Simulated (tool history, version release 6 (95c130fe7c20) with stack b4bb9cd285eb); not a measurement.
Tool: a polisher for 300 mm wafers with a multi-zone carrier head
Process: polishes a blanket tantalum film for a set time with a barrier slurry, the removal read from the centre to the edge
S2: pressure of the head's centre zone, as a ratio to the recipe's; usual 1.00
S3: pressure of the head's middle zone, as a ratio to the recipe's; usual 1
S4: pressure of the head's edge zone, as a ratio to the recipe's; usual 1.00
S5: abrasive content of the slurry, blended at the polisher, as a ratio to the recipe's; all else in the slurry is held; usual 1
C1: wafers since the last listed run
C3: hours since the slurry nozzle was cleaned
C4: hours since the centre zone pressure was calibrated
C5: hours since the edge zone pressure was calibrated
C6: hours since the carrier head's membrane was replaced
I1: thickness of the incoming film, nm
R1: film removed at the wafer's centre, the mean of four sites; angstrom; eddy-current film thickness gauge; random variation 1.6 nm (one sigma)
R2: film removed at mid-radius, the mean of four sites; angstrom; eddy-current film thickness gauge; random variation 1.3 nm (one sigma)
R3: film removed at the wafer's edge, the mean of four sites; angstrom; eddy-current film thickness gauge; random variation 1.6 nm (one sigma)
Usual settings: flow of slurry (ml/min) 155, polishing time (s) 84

Run 1, day 0.000: usual settings; C1 0; wafers polished on this pad 980; C3 223.4; C4 499.4; C5 388.6; C6 96.5; I1 434.7. Result: R1 1454 angstrom, R2 1483 angstrom, R3 1415 angstrom.
Run 2, day 2.296: usual settings; C1 651; wafers polished on this pad 1631; C3 278.5; C4 554.5; C5 443.7; C6 151.6; I1 438.4. Result: R1 1435 angstrom, R2 1485 angstrom, R3 1437 angstrom.
At day 3.483: worn pad replaced by a new one.
Run 3, day 4.942: usual settings; C1 703; wafers polished on this pad 413; C3 342.0; C4 618.0; C5 507.2; C6 215.1; I1 440.7. Result: R1 1429 angstrom, R2 1452 angstrom, R3 1426 angstrom.
At day 11.096: worn pad replaced by a new one.
Run 4, day 13.450: usual settings but polishing time (s) 72; C1 2365; wafers polished on this pad 668; C3 546.2; C4 822.2; C5 711.4; C6 419.3; I1 435.6. Result: R1 1177 angstrom, R2 1202 angstrom, R3 1207 angstrom.
At day 13.742: edge zone pressure recalibrated.
Run 5, day 16.017: usual settings but polishing time (s) 72; C1 704; wafers polished on this pad 1372; C3 607.8; C4 883.8; C5 54.6; C6 480.9; I1 441.9. Result: R1 1188 angstrom, R2 1197 angstrom, R3 1226 angstrom.
At day 16.158: centre zone pressure recalibrated.
At day 18.471: worn pad replaced by a new one.
Run 6, day 18.492: usual settings; C1 630; wafers polished on this pad 6; C3 667.2; C4 56.0; C5 114.0; C6 540.3; I1 433.1. Result: R1 1400 angstrom, R2 1405 angstrom, R3 1396 angstrom.
Run 7, day 20.379: usual settings; C1 535; wafers polished on this pad 541; C3 712.5; C4 101.3; C5 159.3; C6 585.6; I1 448.0. Result: R1 1383 angstrom, R2 1427 angstrom, R3 1380 angstrom.
Run 8, day 21.533: usual settings but S2 0.89; C1 327; wafers polished on this pad 868; C3 740.2; C4 129.0; C5 187.0; C6 613.3; I1 436.7. Result: R1 1290 angstrom, R2 1408 angstrom, R3 1389 angstrom.
Run 9, day 23.992: usual settings but flow of slurry (ml/min) 180, polishing time (s) 96; C1 697; wafers polished on this pad 1566; C3 799.2; C4 188.0; C5 246.0; C6 672.3; I1 444.1. Result: R1 1654 angstrom, R2 1670 angstrom, R3 1656 angstrom.
At day 24.229: slurry nozzle cleaned.
Run 10, day 25.400: usual settings but flow of slurry (ml/min) 175, S2 1.07; C1 387; wafers polished on this pad 1953; C3 28.1; C4 221.8; C5 279.8; C6 706.1; I1 448.4. Result: R1 1628 angstrom, R2 1588 angstrom, R3 1534 angstrom.
At day 26.088: worn pad replaced by a new one.
At day 26.675: carrier head's membrane replaced by a new one.
Run 11, day 26.696: usual settings; C1 261; wafers polished on this pad 112; C3 59.2; C4 252.9; C5 310.9; C6 0.5; I1 448.4. Result: R1 1504 angstrom, R2 1539 angstrom, R3 1510 angstrom.
Run 12, day 27.550: usual settings; C1 242; wafers polished on this pad 355; C3 79.7; C4 273.4; C5 331.4; C6 21.0; I1 437.2. Result: R1 1494 angstrom, R2 1507 angstrom, R3 1473 angstrom.
Run 13, day 29.050: usual settings but S4 1.11, polishing time (s) 68; C1 425; wafers polished on this pad 780; C3 115.7; C4 309.4; C5 367.4; C6 57.0; I1 436.8. Result: R1 1205 angstrom, R2 1202 angstrom, R3 1257 angstrom.

The next listed run, before its measurement:
Run 14, day 31.471: usual settings; C1 686; wafers polished on this pad 1467; C3 173.8; C4 367.5; C5 425.5; C6 115.1; I1 438.7. Result: R1 ?, R2 ?, R3 ?.

{"run 14": {"R1": 1479, "R2": 1495, "R3": 1460}}
Without the tool's hidden state the same run would have given R1 1563 angstrom, R2 1569 angstrom, R3 1511 angstrom.
